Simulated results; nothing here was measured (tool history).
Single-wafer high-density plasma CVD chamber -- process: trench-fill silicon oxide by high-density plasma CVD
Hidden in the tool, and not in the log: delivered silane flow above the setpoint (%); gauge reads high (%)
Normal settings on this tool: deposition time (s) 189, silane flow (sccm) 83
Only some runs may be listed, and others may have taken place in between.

| run | hour | deposition time (s) | silane flow (sccm) | wafers since the last listed run | hours since the silane flow controller was replaced | hours since the gauge calibration | read-back reference wafer on the same gauge, thickness_nm | mean film thickness on the monitor wafer (Å) |
|---|---|---|---|---|---|---|---|---|
| 1 | 0.0 | 189 | 83 | 0 | 3420.4 | 766.2 | 1289.776 | 15905.02 |
| 2 | 53.6 | 189 | 83 | 396 | 3474.0 | 819.8 | 1290.662 | 15970.03 |
| 3 | 82.9 | 189 | 83 | 216 | 3503.3 | 849.1 | 1289.529 | 15834.69 |
| 4 | 146.6 | 189 | 83 | 471 | 3567.0 | 912.8 | 1289.958 | 15970.56 |
| 5 | 184.5 | 189 | 83 | 280 | 3604.9 | 950.7 | 1290.786 | 15905.38 |
| 6 | 241.9 | 189 | 83 | 424 | 3662.3 | 1008.1 | 1290.655 | 15945.28 |
| 7 | 307.3 | 171 | 83 | 483 | 3727.7 | 1073.5 | 1290.498 | 14455.68 |
| 8 | 368.0 | 171 | 83 | 449 | 3788.4 | 1134.2 | 1289.647 | 14503.20 |
| 9 | 400.9 | 171 | 83 | 243 | 3821.3 | 1167.1 | 1290.486 | 14440.12 |
| 10 | 449.5 | 189 | 83 | 359 | 3869.9 | 1215.7 | 1290.796 | 15982.93 |
| 11 | 486.9 | 189 | 83 | 276 | 3907.3 | 1253.1 | 1288.591 | 16020.94 |
|  | 537.9 | silane flow controller replaced |
| 12 | 538.4 | 189 | 83 | 321 | 0.5 | 1304.6 | 1290.337 | 15389.79 |
| 13 | 565.9 | 202 | 76 | 203 | 28.0 | 1332.1 | 1290.897 | 15161.65 |
| 14 | 594.5 | 213 | 75 | 211 | 56.6 | 1360.7 | 1290.264 | 15891.38 |
| 15 | 650.9 | 189 | 83 | 417 | 113.0 | 1417.1 | 1290.701 | 15409.98 |
|  | 651.1 | gauge calibrated |
| 16 | 701.7 | 213 | 73 | 375 | 163.8 | 50.6 | 1288.385 | 15570.01 |
| 17 | 839.9 | 189 | 83 | 1022 | 302.0 | 188.8 | 1290.195 | 15444.91 |
| 18 | 903.5 | 189 | 83 | 470 | 365.6 | 252.4 | 1290.486 | 15485.43 |
| 19 | 965.6 | 189 | 92 | 459 | 427.7 | 314.5 | 1289.824 | 16969.61 |
| 20 | 1010.8 | 203 | 88 | 334 | 472.9 | 359.7 | 1288.871 | 17516.74 |
| 21 | 1041.4 | 189 | 78 | 226 | 503.5 | 390.3 | 1287.990 | 14669.85 |
| 22 | 1078.6 | 209 | 83 | 275 | 540.7 | 427.5 | 1292.239 | 17169.49 |
| 23 | 1148.8 | 152 | 95 | 519 | 610.9 | 497.7 | 1289.170 | 14052.88 |
| 24 | 1176.2 | 175 | 94 | 202 | 638.3 | 525.1 | 1289.772 | 16112.47 |

Predict each of these 4 candidate next runs independently; none follows another, all start after run 24:
| A | 1176.7 | 189 | 83 | 3 | 638.8 | 525.6 | ? | ? |
| B | 1176.7 | 189 | 90 | 3 | 638.8 | 525.6 | ? | ? |
| C | 1176.7 | 157 | 95 | 3 | 638.8 | 525.6 | ? | ? |
| D | 1176.7 | 159 | 71 | 3 | 638.8 | 525.6 | ? | ? |

| run | read-back reference wafer on the same gauge, thickness_nm | mean film thickness on the monitor wafer (Å) |
|---|---|---|
| A | 1289.675 | 15555.64 |
| B | 1289.675 | 16695.43 |
| C | 1289.675 | 14544.99 |
| D | 1289.675 | 11442.70 |
Without the tool's unlogged condition, the same runs would have read:
| run | mean film thickness on the monitor wafer (Å) |
|---|---|
| A | 15453.53 |
| B | 16585.85 |
| C | 14449.52 |
| D | 11367.59 |

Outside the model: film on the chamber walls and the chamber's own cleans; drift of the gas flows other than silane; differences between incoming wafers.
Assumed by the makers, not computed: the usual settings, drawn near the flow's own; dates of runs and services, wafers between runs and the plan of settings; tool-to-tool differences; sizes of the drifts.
